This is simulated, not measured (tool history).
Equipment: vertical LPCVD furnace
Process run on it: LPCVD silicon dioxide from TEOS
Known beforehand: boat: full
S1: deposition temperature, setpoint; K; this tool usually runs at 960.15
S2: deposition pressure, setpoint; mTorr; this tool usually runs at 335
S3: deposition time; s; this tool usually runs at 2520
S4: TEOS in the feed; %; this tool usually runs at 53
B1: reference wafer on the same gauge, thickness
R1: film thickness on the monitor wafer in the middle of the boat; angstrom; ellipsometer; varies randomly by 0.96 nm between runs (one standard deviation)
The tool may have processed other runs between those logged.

Run 1, hour 0: usual settings but S1 953.15 K; B1 156.94. Result: R1 1586.7 angstrom.
Run 2, hour 55.2: usual settings; B1 157.11. Result: R1 1908.8 angstrom.
Run 3, hour 131.2: usual settings; B1 157.05. Result: R1 1905.3 angstrom.
Run 4, hour 188.8: usual settings; B1 157.3. Result: R1 1890.4 angstrom.
Run 5, hour 281.8: usual settings but S2 285 mTorr; B1 157.02. Result: R1 1731.1 angstrom.
Run 6, hour 326.9: usual settings but S2 285 mTorr; B1 157.02. Result: R1 1728.5 angstrom.
Run 7, hour 527.7: usual settings; B1 156.83. Result: R1 1881.7 angstrom.
Run 8, hour 605.5: usual settings; B1 157.09. Result: R1 1882.5 angstrom.
Run 9, hour 650: usual settings; B1 156.73. Result: R1 1885.3 angstrom.
Run 10, hour 694.8: usual settings but S2 365 mTorr; B1 156.54. Result: R1 1945.7 angstrom.
Run 11, hour 768.3: usual settings; B1 157.15. Result: R1 1894.5 angstrom.
At hour 859.1: pressure gauge zeroed.
Run 12, hour 870: usual settings; B1 157.18. Result: R1 1928.3 angstrom.
Run 13, hour 932: usual settings; B1 156.95. Result: R1 1926.7 angstrom.
Run 14, hour 1014.1: usual settings; B1 156.85. Result: R1 1929.1 angstrom.
Run 15, hour 1086.1: usual settings; B1 156.92. Result: R1 1930.1 angstrom.
Run 16, hour 1194: usual settings but S2 400 mTorr, S4 56 %; B1 156.81. Result: R1 2167.8 angstrom.
At hour 1257.7: gauge calibrated.
Run 17, hour 1292.4: usual settings; B1 156.88. Result: R1 1910.7 angstrom.
Run 18, hour 1430.4: usual settings but S4 50 %; B1 157.22. Result: R1 1860.1 angstrom.
At hour 1510.9: thermocouples replaced and temperature profile calibrated.
Run 19, hour 1525.9: usual settings but S4 49 %; B1 156.89. Result: R1 1824.9 angstrom.
Run 20, hour 1633.3: usual settings but S3 2820 s; B1 157.16. Result: R1 2140.8 angstrom.
Run 21, hour 1685: usual settings; B1 157.11. Result: R1 1915.7 angstrom.
Run 22, hour 1721.3: usual settings; B1 156.88. Result: R1 1901.6 angstrom.
Run 23, hour 1790: usual settings but S2 400 mTorr, S4 56 %; B1 156.74. Result: R1 2137.4 angstrom.
At hour 1871.5: TEOS flow controller replaced.
Run 24, hour 1872: usual settings but S1 967.15 K, S4 49 %; B1 157.42. Result: R1 2163.3 angstrom.
Run 25, hour 1940.6: usual settings; B1 157.21. Result: R1 1883.9 angstrom.
Run 26, hour 1988.9: usual settings; B1 157. Result: R1 1904.4 angstrom.
Run 27, hour 2195: usual settings but S2 400 mTorr; B1 157.16. Result: R1 2082.9 angstrom.
Run 28, hour 2301.7: usual settings but S1 953.15 K, S2 355 mTorr, S3 1830 s, S4 46 %; B1 157.05. Result: R1 1114.5 angstrom.
Run 29, hour 2402: usual settings but S1 963.15 K, S3 2160 s, S4 59 %; B1 156.87. Result: R1 1835.6 angstrom.
Run 30, hour 2438.8: usual settings but S2 250 mTorr, S3 2220 s; B1 157.27. Result: R1 1435.4 angstrom.
Run 31, hour 2492.8: usual settings but S2 415 mTorr, S3 1860 s, S4 60 %; B1 157.06. Result: R1 1666.7 angstrom.
Run 32, hour 2567.6: usual settings but S1 953.15 K, S2 315 mTorr; B1 156.94. Result: R1 1546 angstrom.

How would selected steps in R1 from run to run divide? Give the signed amount a tool lacking its hidden state would still show from settings, what came in and random variation, and the signed amount left for the hidden state, including any gauge scatter that is not in both of the compared results.
The hidden state here: true tube temperature minus thermocouple reading, K; true pressure minus gauge reading, mTorr; deviation of the TEOS flow from its setpoint, %; gauge reads high (%).
Run 11 -> 12: pressure gauge zeroed. R1 +33.8 angstrom: hidden state +44.8, all else -11.
Run 27 -> 28: S1 960.15 -> 953.15, S2 400 -> 355, S3 2520 -> 1830, S4 53 -> 46. R1 -968.4 angstrom: hidden state +10, all else -978.4.
Run 28 -> 29: S1 953.15 -> 963.15, S2 355 -> 335, S3 1830 -> 2160, S4 46 -> 59. R1 +721.1 angstrom: hidden state -16.1, all else +737.2.
Run 29 -> 30: S1 963.15 -> 960.15, S2 335 -> 250, S3 2160 -> 2220, S4 59 -> 53. R1 -400.2 angstrom: hidden state -2.8, all else -397.4.
Run 30 -> 31: S2 250 -> 415, S3 2220 -> 1860, S4 53 -> 60. R1 +231.3 angstrom: hidden state +10.8, all else +220.5.

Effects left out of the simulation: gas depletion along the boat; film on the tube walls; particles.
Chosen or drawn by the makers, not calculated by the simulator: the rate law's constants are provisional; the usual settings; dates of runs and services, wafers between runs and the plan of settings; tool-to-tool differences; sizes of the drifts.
